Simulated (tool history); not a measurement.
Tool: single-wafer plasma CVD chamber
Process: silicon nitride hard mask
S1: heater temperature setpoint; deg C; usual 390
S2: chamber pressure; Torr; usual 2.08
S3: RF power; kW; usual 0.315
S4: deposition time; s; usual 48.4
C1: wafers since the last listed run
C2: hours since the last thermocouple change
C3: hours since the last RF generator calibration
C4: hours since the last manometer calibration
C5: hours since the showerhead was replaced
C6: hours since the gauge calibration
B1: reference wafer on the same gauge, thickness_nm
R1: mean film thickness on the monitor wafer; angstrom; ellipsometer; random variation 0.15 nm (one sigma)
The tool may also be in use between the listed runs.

run    hour   S1    S2     S3    S4    C1      C2      C3      C4      C5      C6      B1      R1
  1     0.0  380  2.08  0.340  48.4     0   580.4  1691.6  1404.0  5920.4  2851.3  70.005  639.14
  2    74.9  380  2.08  0.340  48.4  1344   655.3  1766.5  1478.9  5995.3  2926.2  70.033  641.04
       96.1  -- RF generator calibrated
  3   123.4  390  2.08  0.315  48.4   727   703.8    27.3  1527.4  6043.8  2974.7  69.961  596.73
  4   214.4  390  2.08  0.315  48.4  1634   794.8   118.3  1618.4  6134.8  3065.7  69.936  595.25
      290.9  -- gauge calibrated
  5   308.5  390  2.08  0.315  48.4  1689   888.9   212.4  1712.5  6228.9    17.6  69.972  598.26
  6   414.0  379  2.08  0.315  44.6  1894   994.4   317.9  1818.0  6334.4   123.1  69.894  552.57
  7   485.2  390  2.08  0.315  48.4  1278  1065.6   389.1  1889.2  6405.6   194.3  70.027  593.14
  8   576.6  390  2.08  0.315  42.6  1641  1157.0   480.5  1980.6  6497.0   285.7  69.993  524.45
  9   660.7  390  2.08  0.315  48.4  1510  1241.1   564.6  2064.7  6581.1   369.8  70.057  592.32
      689.5  -- thermocouple changed; heater temperature recalibrated
 10   747.0  390  2.08  0.315  48.4  1405    57.5   650.9  2151.0  6667.4   456.1  69.985  594.36
 11   914.7  375  1.70  0.370  42.3  3011   225.2   818.6  2318.7  6835.1   623.8  69.908  557.78
 12   957.9  390  2.08  0.315  46.3   775   268.4   861.8  2361.9  6878.3   667.0  69.915  562.73
 13  1042.7  404  2.08  0.315  42.1  1522   353.2   946.6  2446.7  6963.1   751.8  70.002  507.11
 14  1105.2  390  2.08  0.315  48.4  1122   415.7  1009.1  2509.2  7025.6   814.3  69.935  587.47
 15  1174.0  383  2.08  0.255  58.0  1235   484.5  1077.9  2578.0  7094.4   883.1  70.013  578.67
 16  1267.1  390  2.08  0.315  48.4  1671   577.6  1171.0  2671.1  7187.5   976.2  69.969  586.32
     1314.7  -- capacitance manometer re-zeroed and calibrated
 17  1315.2  390  2.08  0.315  40.0   720   625.7  1219.1     0.5  7235.6  1024.3  70.012  495.19

Forecast run 18:
     1415.7  -- showerhead replaced
 18  1416.2  390  2.08  0.315  48.4  1669  726.7  1320.1  101.5  0.5  1125.3   ?   ?

Run 18 gave B1 69.991, R1 600.87 angstrom.
Without the tool's hidden state the same run would have given R1 603.20 angstrom.
